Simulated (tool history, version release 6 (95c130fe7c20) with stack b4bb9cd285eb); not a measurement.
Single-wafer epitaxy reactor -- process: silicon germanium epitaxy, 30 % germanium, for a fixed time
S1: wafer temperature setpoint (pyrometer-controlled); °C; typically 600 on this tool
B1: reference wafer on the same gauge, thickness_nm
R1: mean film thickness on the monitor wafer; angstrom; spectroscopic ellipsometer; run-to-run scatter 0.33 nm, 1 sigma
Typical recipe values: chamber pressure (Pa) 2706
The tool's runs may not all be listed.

{"run": 1, "day": 0.0, "S1": 606, "chamber pressure (Pa)": 3186, "B1": 57.537, "R1": 678.62}
{"run": 2, "day": 3.617, "S1": 600, "chamber pressure (Pa)": 2706, "B1": 57.41, "R1": 576.03}
{"run": 3, "day": 5.483, "S1": 600, "chamber pressure (Pa)": 2560, "B1": 57.568, "R1": 555.48}
{"run": 4, "day": 7.133, "S1": 600, "chamber pressure (Pa)": 2560, "B1": 57.467, "R1": 564.9}
{"run": 5, "day": 9.829, "S1": 600, "chamber pressure (Pa)": 2560, "B1": 57.409, "R1": 562.2}
{"run": 6, "day": 12.796, "S1": 600, "chamber pressure (Pa)": 2706, "B1": 57.497, "R1": 574.48}
{"run": 7, "day": 17.058, "S1": 600, "chamber pressure (Pa)": 2706, "B1": 57.429, "R1": 571.31}
{"run": 8, "day": 21.279, "S1": 600, "chamber pressure (Pa)": 2706, "B1": 57.304, "R1": 571.5}
{"run": 9, "day": 24.496, "S1": 600, "chamber pressure (Pa)": 2706, "B1": 57.612, "R1": 578.1}
{"run": 10, "day": 26.608, "S1": 600, "chamber pressure (Pa)": 2706, "B1": 57.495, "R1": 574.57}
{"run": 11, "day": 29.775, "S1": 600, "chamber pressure (Pa)": 3240, "B1": 57.618, "R1": 621.37}
{"run": 12, "day": 31.65, "S1": 600, "chamber pressure (Pa)": 3240, "B1": 57.426, "R1": 619.73}
{"run": 13, "day": 33.633, "S1": 600, "chamber pressure (Pa)": 3240, "B1": 57.37, "R1": 615.52}
{"run": 14, "day": 39.025, "S1": 600, "chamber pressure (Pa)": 2440, "B1": 57.458, "R1": 545.58}
{"run": 15, "day": 42.617, "S1": 600, "chamber pressure (Pa)": 2440, "B1": 57.398, "R1": 549.61}
{"run": 16, "day": 46.562, "S1": 600, "chamber pressure (Pa)": 2440, "B1": 57.579, "R1": 544.4}
{"run": 17, "day": 49.921, "S1": 600, "chamber pressure (Pa)": 2706, "B1": 57.344, "R1": 575.13}
{"run": 18, "day": 53.546, "S1": 590, "chamber pressure (Pa)": 2106, "B1": 57.419, "R1": 441.01}
{"run": 19, "day": 56.617, "S1": 590, "chamber pressure (Pa)": 3266, "B1": 57.489, "R1": 523.1}
{"run": 20, "day": 58.567, "S1": 600, "chamber pressure (Pa)": 2706, "B1": 57.569, "R1": 572.14}
{"run": 21, "day": 61.554, "S1": 604, "chamber pressure (Pa)": 3106, "B1": 57.522, "R1": 654.55}
{"run": 22, "day": 63.654, "S1": 600, "chamber pressure (Pa)": 2986, "B1": 57.595, "R1": 596.86}
{"run": 23, "day": 66.55, "S1": 613, "chamber pressure (Pa)": 2253, "B1": 57.511, "R1": 650.7}
{"run": 24, "day": 69.796, "S1": 600, "chamber pressure (Pa)": 2706, "B1": 57.438, "R1": 573.16}
{"run": 25, "day": 74.288, "S1": 600, "chamber pressure (Pa)": 2706, "B1": 57.572, "R1": 572.19}
{"run": 26, "day": 76.121, "S1": 600, "chamber pressure (Pa)": 2213, "B1": 57.666, "R1": 524.45}
{"run": 27, "day": 80.458, "S1": 609, "chamber pressure (Pa)": 2706, "B1": 57.426, "R1": 665.18}
{"run": 28, "day": 84.254, "S1": 594, "chamber pressure (Pa)": 2306, "B1": 57.481, "R1": 488.39}
{"run": 29, "day": 86.917, "S1": 600, "chamber pressure (Pa)": 2706, "B1": 57.475, "R1": 574.15}
{"run": 30, "day": 90.133, "S1": 609, "chamber pressure (Pa)": 2080, "B1": 57.497, "R1": 591.37}
{"run": 31, "day": 102.683, "S1": 612, "chamber pressure (Pa)": 2706, "B1": 57.501, "R1": 703.12}
{"run": 32, "day": 107.025, "S1": 596, "chamber pressure (Pa)": 3373, "B1": 57.274, "R1": 591.66}
{"run": 33, "day": 110.025, "S1": 612, "chamber pressure (Pa)": 2066, "B1": 57.614, "R1": 617.69}
{"run": 34, "day": 113.283, "S1": 607, "chamber pressure (Pa)": 3306, "B1": 57.46, "R1": 709.06}

Missing from the log above: 5 entries noted between runs. For each, name the pair of listed runs it sits between and say how the tool's hidden condition differs from the listed run just before to the listed run just after:
In the gap between runs 10 and 11: gauge calibrated (day 28.233)
  no hidden state differs between the two runs
In the gap between runs 13 and 14: capacitance manometer re-zeroed and calibrated (day 36.779)
  no hidden state differs between the two runs
In the gap between runs 17 and 18: showerhead replaced (day 50.462)
  no hidden state differs between the two runs
In the gap between runs 29 and 30: gauge calibrated (day 87.425); pyrometer calibrated (day 87.929)
  no hidden state differs between the two runs
